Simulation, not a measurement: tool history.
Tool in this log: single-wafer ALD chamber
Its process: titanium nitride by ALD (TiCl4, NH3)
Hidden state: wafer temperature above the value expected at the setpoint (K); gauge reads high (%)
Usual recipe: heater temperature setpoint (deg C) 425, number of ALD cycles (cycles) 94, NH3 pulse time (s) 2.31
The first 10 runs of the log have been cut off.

| run | day | heater temperature setpoint (deg C) | number of ALD cycles (cycles) | NH3 pulse time (s) | wafers since the last listed run | hours since the last thermocouple change | hours since the showerhead was replaced | hours since the gauge calibration | read-back reference wafer on the same gauge, thickness_nm | mean film thickness on the monitor wafer (nm) |
|---|---|---|---|---|---|---|---|---|---|---|
| 11 | 5.062 | 425 | 94 | 2.31 | 34 | 1645.0 | 4273.2 | 296.6 | 1.855 | 2.035 |
| 12 | 5.658 | 425 | 94 | 2.31 | 41 | 1659.3 | 4287.5 | 310.9 | 1.851 | 2.027 |
|  | 6.083 | gauge calibrated |
| 13 | 6.142 | 425 | 94 | 2.31 | 33 | 1670.9 | 4299.1 | 1.4 | 1.876 | 2.056 |
| 14 | 6.438 | 425 | 94 | 2.31 | 20 | 1678.0 | 4306.2 | 8.5 | 1.878 | 2.062 |
| 15 | 7.012 | 425 | 94 | 1.74 | 40 | 1691.8 | 4320.0 | 22.3 | 1.875 | 2.032 |
| 16 | 7.500 | 425 | 94 | 2.31 | 34 | 1703.5 | 4331.7 | 34.0 | 1.880 | 2.062 |
| 17 | 7.854 | 425 | 94 | 2.31 | 24 | 1712.0 | 4340.2 | 42.5 | 1.878 | 2.058 |
| 18 | 8.146 | 435 | 87 | 1.42 | 20 | 1719.0 | 4347.2 | 49.5 | 1.876 | 1.872 |
|  | 10.067 | showerhead replaced |
| 19 | 10.162 | 434 | 94 | 1.40 | 118 | 1767.4 | 2.3 | 97.9 | 1.874 | 2.013 |
| 20 | 11.904 | 415 | 86 | 1.53 | 122 | 1809.2 | 44.1 | 139.7 | 1.871 | 1.841 |
| 21 | 12.375 | 433 | 94 | 2.31 | 33 | 1820.5 | 55.4 | 151.0 | 1.871 | 2.048 |
| 22 | 12.700 | 425 | 94 | 2.31 | 22 | 1828.3 | 63.2 | 158.8 | 1.871 | 2.060 |
|  | 13.288 | thermocouple changed; heater temperature recalibrated |
| 23 | 13.308 | 425 | 94 | 1.66 | 19 | 0.5 | 77.8 | 173.4 | 1.866 | 2.026 |
| 24 | 13.371 | 414 | 94 | 2.31 | 4 | 2.0 | 79.3 | 174.9 | 1.868 | 2.039 |
| 25 | 13.967 | 425 | 94 | 2.31 | 41 | 16.3 | 93.6 | 189.2 | 1.868 | 2.048 |
| 26 | 14.508 | 431 | 94 | 1.46 | 37 | 29.3 | 106.6 | 202.2 | 1.866 | 2.014 |
| 27 | 14.846 | 425 | 101 | 2.31 | 23 | 37.4 | 114.7 | 210.3 | 1.865 | 2.207 |
| 28 | 15.292 | 425 | 85 | 2.31 | 31 | 48.1 | 125.4 | 221.0 | 1.862 | 1.854 |
| 29 | 15.896 | 425 | 94 | 2.31 | 42 | 62.6 | 139.9 | 235.5 | 1.864 | 2.042 |
| 30 | 16.408 | 412 | 77 | 2.89 | 35 | 74.9 | 152.2 | 247.8 | 1.863 | 1.676 |
| 31 | 16.954 | 425 | 111 | 2.69 | 38 | 88.0 | 165.3 | 260.9 | 1.858 | 2.425 |
| 32 | 17.288 | 412 | 77 | 2.89 | 23 | 96.0 | 173.3 | 268.9 | 1.857 | 1.669 |
| 33 | 17.983 | 421 | 94 | 2.31 | 48 | 112.7 | 190.0 | 285.6 | 1.856 | 2.032 |
| 34 | 18.529 | 425 | 84 | 3.23 | 38 | 125.8 | 203.1 | 298.7 | 1.853 | 1.824 |
|  | 18.946 | gauge calibrated |
| 35 | 19.142 | 425 | 89 | 2.31 | 42 | 140.5 | 217.8 | 4.7 | 1.886 | 1.949 |

4 ways to go on from here, each from the tool as it stands after run 35. What would each give?
| A | 19.167 | 425 | 94 | 1.92 | 1 | 141.1 | 218.4 | 5.3 | ? | ? |
| B | 19.167 | 415 | 84 | 1.95 | 1 | 141.1 | 218.4 | 5.3 | ? | ? |
| C | 19.167 | 425 | 81 | 2.31 | 1 | 141.1 | 218.4 | 5.3 | ? | ? |
| D | 19.167 | 436 | 106 | 2.31 | 1 | 141.1 | 218.4 | 5.3 | ? | ? |

| run | read-back reference wafer on the same gauge, thickness_nm | mean film thickness on the monitor wafer (nm) |
|---|---|---|
| A | 1.887 | 2.052 |
| B | 1.887 | 1.827 |
| C | 1.887 | 1.779 |
| D | 1.887 | 2.327 |
Take away the tool's hidden state, keep each run's random variation, and the runs would have read:
| run | mean film thickness on the monitor wafer (nm) |
|---|---|
| A | 2.046 |
| B | 1.822 |
| C | 1.774 |
| D | 2.320 |
